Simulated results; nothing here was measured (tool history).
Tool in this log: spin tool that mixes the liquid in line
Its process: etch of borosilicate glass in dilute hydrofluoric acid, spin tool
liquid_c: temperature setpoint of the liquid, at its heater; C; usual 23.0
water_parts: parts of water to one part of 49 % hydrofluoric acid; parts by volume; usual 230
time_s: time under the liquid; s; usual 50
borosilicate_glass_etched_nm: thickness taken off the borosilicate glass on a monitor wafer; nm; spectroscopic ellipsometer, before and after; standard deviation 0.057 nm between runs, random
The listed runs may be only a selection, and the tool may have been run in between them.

run    hour  liquid_c  water_parts  time_s  wafers since the last listed run  hours since the thermometer was replaced  hours since the hydrofluoric acid flow meter was replaced  hours since the gauge calibration  read-back film thickness of the borosilicate glass reference wafer, read on the same gauge (nm)  borosilicate_glass_etched_nm
  1     0.0      23.0          230      50                                 0                                     927.2                                                      637.1                              886.6                                                                                            99.98                          5.64
       13.1  -- gauge calibrated
  2    39.2      21.5          165      50                               740                                     966.4                                                      676.3                               26.1                                                                                           100.00                          7.96
  3    68.3      23.0          230      50                               549                                     995.5                                                      705.4                               55.2                                                                                           100.01                          5.57
  4   134.1      23.0          230      50                              1243                                    1061.3                                                      771.2                              121.0                                                                                            99.99                          5.57
  5   187.5      23.0          230      60                              1008                                    1114.7                                                      824.6                              174.4                                                                                            99.95                          6.63
  6   252.3      23.0          230      60                              1224                                    1179.5                                                      889.4                              239.2                                                                                            99.98                          6.75
  7   300.6      23.0          255      50                               912                                    1227.8                                                      937.7                              287.5                                                                                           100.00                          4.81
  8   368.3      23.0          255      50                              1279                                    1295.5                                                     1005.4                              355.2                                                                                           100.01                          4.89
  9   399.9      23.0          255      50                               597                                    1327.1                                                     1037.0                              386.8                                                                                            99.99                          4.86
 10   462.8      23.0          230      50                              1188                                    1390.0                                                     1099.9                              449.7                                                                                            99.98                          5.49
 11   515.5      23.0          230      50                               995                                    1442.7                                                     1152.6                              502.4                                                                                            99.99                          5.53
 12   553.5      23.0          230      50                               717                                    1480.7                                                     1190.6                              540.4                                                                                            99.98                          5.43
 13   616.8      23.0          230      50                              1195                                    1544.0                                                     1253.9                              603.7                                                                                            99.99                          5.38
 14   674.5      19.0          335      60                              1090                                    1601.7                                                     1311.6                              661.4                                                                                            99.96                          3.51
 15   703.0      23.0          230      50                               538                                    1630.2                                                     1340.1                              689.9                                                                                            99.96                          5.39
 16   727.4      27.5          115      25                               460                                    1654.6                                                     1364.5                              714.3                                                                                           100.03                          7.36
 17   775.7      23.0          230      50                               912                                    1702.9                                                     1412.8                              762.6                                                                                            99.98                          5.37
      823.6  -- thermometer replaced
 18   824.1      23.0          230      50                               895                                       0.5                                                     1461.2                              811.0                                                                                           100.02                          5.35
      856.7  -- hydrofluoric acid flow meter replaced
 19   871.1      19.5          230      65                               869                                      47.5                                                       14.4                              858.0                                                                                            99.99                          5.77
 20   939.1      20.0          135      50                              1284                                     115.5                                                       82.4                              926.0                                                                                           100.00                          8.58
 21   965.2      23.0          285      50                               493                                     141.6                                                      108.5                              952.1                                                                                           100.00                          3.83
      971.0  -- gauge calibrated
 22  1014.3      26.0          130      20                               927                                     190.7                                                      157.6                               43.3                                                                                           100.00                          4.47
     1046.5  -- hydrofluoric acid flow meter replaced, repeated, since the last time left the tool worse
 23  1068.4      23.0          230      65                              1003                                     244.8                                                       21.9                               97.4                                                                                           100.02                          7.53
 24  1114.6      23.0          230      50                               872                                     291.0                                                       68.1                              143.6                                                                                            99.97                          5.79
 25  1178.0      23.0          305      50                              1197                                     354.4                                                      131.5                              207.0                                                                                           100.01                          4.05
 26  1217.6      23.0          270      25                               748                                     394.0                                                      171.1                              246.6                                                                                           100.01                          2.37
 27  1265.2      21.0          140      25                               899                                     441.6                                                      218.7                              294.2                                                                                           100.00                          4.81

How would selected steps in borosilicate_glass_etched_nm from run to run divide? Give the signed amount a tool lacking its hidden state would still show from settings, what came in and random variation, and the signed amount left for the hidden state, including any gauge scatter that is not in both of the compared results.
Hidden state at play: liquid hotter than its thermometer reads (K); hydrofluoric acid flow below the setpoint (%); gauge reads high (%).
Run 20 -> 21: liquid_c 20.0 -> 23.0, water_parts 135 -> 285. borosilicate_glass_etched_nm -4.75 nm: hidden state +0.61, all else -5.36.
Run 22 -> 23: liquid_c 26.0 -> 23.0, water_parts 130 -> 230, time_s 20 -> 65, hydrofluoric acid flow meter replaced, repeated, since the last time left the tool worse. borosilicate_glass_etched_nm +3.06 nm: hidden state +0.65, all else +2.41.

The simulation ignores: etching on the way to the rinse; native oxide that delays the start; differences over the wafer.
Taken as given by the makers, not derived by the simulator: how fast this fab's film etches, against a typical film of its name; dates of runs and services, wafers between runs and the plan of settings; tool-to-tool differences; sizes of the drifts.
